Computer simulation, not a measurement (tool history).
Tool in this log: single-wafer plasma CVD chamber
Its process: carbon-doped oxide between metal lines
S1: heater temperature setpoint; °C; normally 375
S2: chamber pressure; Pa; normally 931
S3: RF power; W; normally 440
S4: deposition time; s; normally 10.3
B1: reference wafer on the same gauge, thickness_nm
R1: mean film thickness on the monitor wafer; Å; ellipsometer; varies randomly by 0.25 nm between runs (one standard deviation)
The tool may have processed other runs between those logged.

run 1 day=0 | S1=375 S2=931 S3=375 S4=10.3 | B1=54.045 | R1=435.01
run 2 day=0.671 | S1=375 S2=755 S3=440 S4=10.3 | B1=53.973 | R1=472.27
run 3 day=1.208 | S1=375 S2=931 S3=440 S4=10.3 | B1=54.12 | R1=485.78
run 4 day=2.304 | S1=375 S2=931 S3=440 S4=10.3 | B1=54.077 | R1=482.25
run 5 day=2.942 | S1=375 S2=931 S3=440 S4=10.3 | B1=54.097 | R1=482.67
run 6 day=3.454 | S1=375 S2=983 S3=440 S4=10.3 | B1=54.097 | R1=484.48
run 7 day=3.9 | S1=375 S2=983 S3=440 S4=10.3 | B1=54.062 | R1=481.27
run 8 day=4.154 | S1=375 S2=931 S3=500 S4=10.3 | B1=54.126 | R1=522.72
run 9 day=4.612 | S1=375 S2=931 S3=400 S4=11.1 | B1=54.056 | R1=486.01
run 10 day=5.183 | S1=375 S2=931 S3=440 S4=8.7 | B1=54.061 | R1=405.76
run 11 day=5.525 | S1=375 S2=1100 S3=440 S4=10.3 | B1=54.054 | R1=491.17
-- day=6.054 showerhead replaced
run 12 day=6.075 | S1=375 S2=1100 S3=440 S4=10.3 | B1=53.982 | R1=493.61
run 13 day=6.471 | S1=375 S2=1100 S3=440 S4=10.3 | B1=54.029 | R1=486.12
run 14 day=7.212 | S1=375 S2=931 S3=440 S4=10.3 | B1=54.24 | R1=485.09
-- day=7.95 gauge calibrated
-- day=8.083 RF generator calibrated
run 15 day=8.104 | S1=375 S2=931 S3=500 S4=10.3 | B1=54.062 | R1=521.5
run 16 day=8.671 | S1=375 S2=1100 S3=440 S4=10.3 | B1=54.114 | R1=487.79
run 17 day=9.154 | S1=375 S2=1100 S3=440 S4=10.3 | B1=54.016 | R1=488.25
-- day=9.675 capacitance manometer re-zeroed and calibrated
-- day=9.988 thermocouple changed; heater temperature recalibrated
run 18 day=10.008 | S1=370 S2=931 S3=385 S4=10.3 | B1=54.173 | R1=446.53
run 19 day=10.021 | S1=375 S2=931 S3=480 S4=10.3 | B1=54.064 | R1=511.03
run 20 day=10.067 | S1=363 S2=931 S3=485 S4=11.9 | B1=54.015 | R1=607.96
run 21 day=10.679 | S1=388 S2=931 S3=440 S4=11.7 | B1=54.035 | R1=528.67
run 22 day=11.317 | S1=367 S2=931 S3=440 S4=10.3 | B1=54.13 | R1=496.01
run 23 day=12.05 | S1=375 S2=931 S3=440 S4=10.3 | B1=54.202 | R1=485.4
run 24 day=12.633 | S1=375 S2=931 S3=440 S4=10.3 | B1=54.115 | R1=482.86
run 25 day=13.121 | S1=375 S2=931 S3=505 S4=10.3 | B1=54.129 | R1=520.86
run 26 day=13.4 | S1=365 S2=1163 S3=375 S4=10.3 | B1=54.219 | R1=452.28
run 27 day=13.838 | S1=365 S2=931 S3=415 S4=10.3 | B1=54.192 | R1=476.55
run 28 day=14.288 | S1=389 S2=743 S3=470 S4=8.6 | B1=54.038 | R1=395.04

Predict each of these 5 candidate next runs independently; none follows another, all start after run 28:
run A day=14.304 | S1=375 S2=931 S3=440 S4=10.3 | B1=? | R1=?
run B day=14.304 | S1=375 S2=791 S3=440 S4=11.7 | B1=? | R1=?
run C day=14.304 | S1=375 S2=931 S3=505 S4=11.2 | B1=? | R1=?
run D day=14.304 | S1=375 S2=1012 S3=440 S4=8.4 | B1=? | R1=?
run E day=14.304 | S1=375 S2=931 S3=395 S4=10.3 | B1=? | R1=?

run=A B1=54.021 R1=484.6
run=B B1=54.021 R1=540.39
run=C B1=54.021 R1=570.67
run=D B1=54.021 R1=398.79
run=E B1=54.021 R1=452.11
Without the tool's hidden state the same runs would have given:
run=A R1=484.6
run=B R1=540.39
run=C R1=570.67
run=D R1=398.79
run=E R1=452.11
